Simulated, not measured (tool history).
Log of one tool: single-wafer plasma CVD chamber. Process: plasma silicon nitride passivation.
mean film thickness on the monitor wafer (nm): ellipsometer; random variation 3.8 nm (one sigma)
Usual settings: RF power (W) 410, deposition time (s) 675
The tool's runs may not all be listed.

| run | hour | RF power (W) | deposition time (s) | read-back reference wafer on the same gauge, thickness_nm | mean film thickness on the monitor wafer (nm) |
|---|---|---|---|---|---|
| 1 | 0 | 410 | 675 | 899.353 | 885.315 |
| 2 | 73.6 | 410 | 675 | 899.201 | 886.472 |
| 3 | 115.6 | 410 | 568 | 899.012 | 747.908 |
|  | 370.9 | RF generator calibrated |
| 4 | 428.2 | 410 | 675 | 898.362 | 893.453 |
| 5 | 531.7 | 410 | 675 | 898.917 | 898.963 |
| 6 | 578.1 | 410 | 675 | 898.36 | 896.497 |
| 7 | 628.5 | 410 | 675 | 898.773 | 897.322 |
| 8 | 718.6 | 410 | 675 | 899.171 | 892.392 |
| 9 | 777.5 | 410 | 675 | 900.203 | 884.871 |
|  | 858.5 | showerhead replaced |
| 10 | 859 | 330 | 546 | 898.956 | 673.618 |
| 11 | 916.4 | 350 | 793 | 898.103 | 998.635 |
|  | 1109.6 | gauge calibrated |
| 12 | 1183.7 | 410 | 675 | 899.697 | 885.012 |
| 13 | 1282.8 | 410 | 675 | 899.66 | 884.605 |
| 14 | 1336.5 | 485 | 740 | 898.778 | 1004.6 |
|  | 1346.5 | RF generator calibrated |
| 15 | 1377.7 | 370 | 675 | 899.827 | 879.347 |
| 16 | 1422.9 | 410 | 675 | 899.391 | 898.17 |
| 17 | 1530.4 | 435 | 639 | 898.283 | 866.035 |
| 18 | 1635.7 | 490 | 780 | 898.683 | 1086.809 |
| 19 | 1737.3 | 410 | 675 | 899.039 | 891.566 |

Measured less the same run without the tool's hidden state. The same run-to-run variation is in both; the gauge's scatter may not be:
The hidden state here: delivered RF power above the setpoint (%); gauge reads high (%).
| run | mean film thickness on the monitor wafer (nm) |
|---|---|
| 1 | -18.374 |
| 2 | -18.948 |
| 3 | -16.21 |
| 4 | -5.973 |
| 5 | -10.696 |
| 6 | -12.359 |
| 7 | -13.972 |
| 8 | -16.225 |
| 9 | -17.303 |
| 10 | -14.215 |
| 11 | -21.96 |
| 12 | -21.779 |
| 13 | -22.255 |
| 14 | -25.511 |
| 15 | -3.61 |
| 16 | -6.056 |
| 17 | -10.24 |
| 18 | -16.848 |
| 19 | -16.168 |

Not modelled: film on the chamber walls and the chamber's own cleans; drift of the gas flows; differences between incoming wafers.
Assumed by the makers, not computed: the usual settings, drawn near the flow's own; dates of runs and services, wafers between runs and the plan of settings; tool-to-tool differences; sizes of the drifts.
